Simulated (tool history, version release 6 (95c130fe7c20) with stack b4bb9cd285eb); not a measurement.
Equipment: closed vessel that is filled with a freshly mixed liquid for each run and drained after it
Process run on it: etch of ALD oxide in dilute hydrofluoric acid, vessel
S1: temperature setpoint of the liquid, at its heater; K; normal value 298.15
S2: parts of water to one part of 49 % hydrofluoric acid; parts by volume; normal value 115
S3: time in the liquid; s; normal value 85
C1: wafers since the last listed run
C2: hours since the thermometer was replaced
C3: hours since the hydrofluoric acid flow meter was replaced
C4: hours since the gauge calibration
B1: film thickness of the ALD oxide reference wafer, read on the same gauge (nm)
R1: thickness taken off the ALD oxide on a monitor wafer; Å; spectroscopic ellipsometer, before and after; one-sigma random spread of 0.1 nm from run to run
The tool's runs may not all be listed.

Run 1, hour 0: usual settings; C1 0; C2 1943.4; C3 1033.8; C4 295.9; B1 139.97. Result: R1 262.2 Å.
Run 2, hour 95.5: usual settings; C1 8074; C2 2038.9; C3 1129.3; C4 391.4; B1 140.02. Result: R1 260.6 Å.
Run 3, hour 112.3: usual settings; C1 1420; C2 2055.7; C3 1146.1; C4 408.2; B1 140.01. Result: R1 261.6 Å.
Run 4, hour 135.8: usual settings; C1 1986; C2 2079.2; C3 1169.6; C4 431.7; B1 139.98. Result: R1 260.1 Å.
Run 5, hour 156.1: usual settings; C1 1716; C2 2099.5; C3 1189.9; C4 452; B1 139.97. Result: R1 258.8 Å.
At hour 179.3: thermometer replaced.
Run 6, hour 188.9: usual settings; C1 2688; C2 9.6; C3 1222.7; C4 484.8; B1 139.98. Result: R1 234.2 Å.
Run 7, hour 227.8: usual settings but S3 120 s; C1 3288; C2 48.5; C3 1261.6; C4 523.7; B1 139.99. Result: R1 329.7 Å.
Run 8, hour 248.7: usual settings but S3 120 s; C1 1766; C2 69.4; C3 1282.5; C4 544.6; B1 139.99. Result: R1 329.9 Å.
Run 9, hour 274.6: usual settings but S3 120 s; C1 2189; C2 95.3; C3 1308.4; C4 570.5; B1 139.99. Result: R1 328.3 Å.
At hour 275.3: gauge calibrated.
Run 10, hour 287: usual settings but S2 80 parts by volume; C1 1048; C2 107.7; C3 1320.8; C4 11.7; B1 140. Result: R1 350.8 Å.
Run 11, hour 299.6: usual settings; C1 1065; C2 120.3; C3 1333.4; C4 24.3; B1 139.99. Result: R1 231.2 Å.
Run 12, hour 315.8: usual settings but S1 301.15 K, S2 85 parts by volume, S3 105 s; C1 1369; C2 136.5; C3 1349.6; C4 40.5; B1 139.99. Result: R1 452.7 Å.
At hour 322.5: hydrofluoric acid flow meter replaced.
Run 13, hour 341.3: usual settings but S1 302.65 K; C1 2071; C2 162; C3 18.8; C4 66; B1 140.02. Result: R1 312.2 Å.
Run 14, hour 376.4: usual settings but S2 130 parts by volume; C1 2967; C2 197.1; C3 53.9; C4 101.1; B1 140.01. Result: R1 229.6 Å.
Run 15, hour 390: usual settings but S1 295.15 K, S2 165 parts by volume, S3 130 s; C1 1149; C2 210.7; C3 67.5; C4 114.7; B1 140.01. Result: R1 235.7 Å.
Run 16, hour 412.1: usual settings; C1 1868; C2 232.8; C3 89.6; C4 136.8; B1 140. Result: R1 261.6 Å.
Run 17, hour 429.4: usual settings but S1 301.65 K, S2 100 parts by volume; C1 1462; C2 250.1; C3 106.9; C4 154.1; B1 140.04. Result: R1 350.1 Å.
Run 18, hour 441.7: usual settings; C1 1039; C2 262.4; C3 119.2; C4 166.4; B1 139.97. Result: R1 263.3 Å.
Run 19, hour 462.5: usual settings but S2 55 parts by volume, S3 50 s; C1 1758; C2 283.2; C3 140; C4 187.2; B1 140.01. Result: R1 347.7 Å.
Run 20, hour 491.6: usual settings but S1 296.15 K, S2 95 parts by volume, S3 120 s; C1 2460; C2 312.3; C3 169.1; C4 216.3; B1 140.01. Result: R1 424.6 Å.

Below are 3 alternative next runs, each starting from the tool's condition after run 20. Predict each:
Run A, hour 492.3: usual settings; C1 59; C2 313; C3 169.8; C4 217; B1 ?. Result: R1 ?.
Run B, hour 492.3: usual settings but S1 296.65 K, S2 160 parts by volume, S3 105 s; C1 59; C2 313; C3 169.8; C4 217; B1 ?. Result: R1 ?.
Run C, hour 492.3: usual settings but S1 301.65 K, S2 85 parts by volume; C1 59; C2 313; C3 169.8; C4 217; B1 ?. Result: R1 ?.

run      B1     R1
  A  139.97  260.3
  B  139.97  206.6
  C  139.97  419.5
With no hidden state in the tool, these same runs would have given:
run     R1
  A  264.5
  B  210.3
  C    426

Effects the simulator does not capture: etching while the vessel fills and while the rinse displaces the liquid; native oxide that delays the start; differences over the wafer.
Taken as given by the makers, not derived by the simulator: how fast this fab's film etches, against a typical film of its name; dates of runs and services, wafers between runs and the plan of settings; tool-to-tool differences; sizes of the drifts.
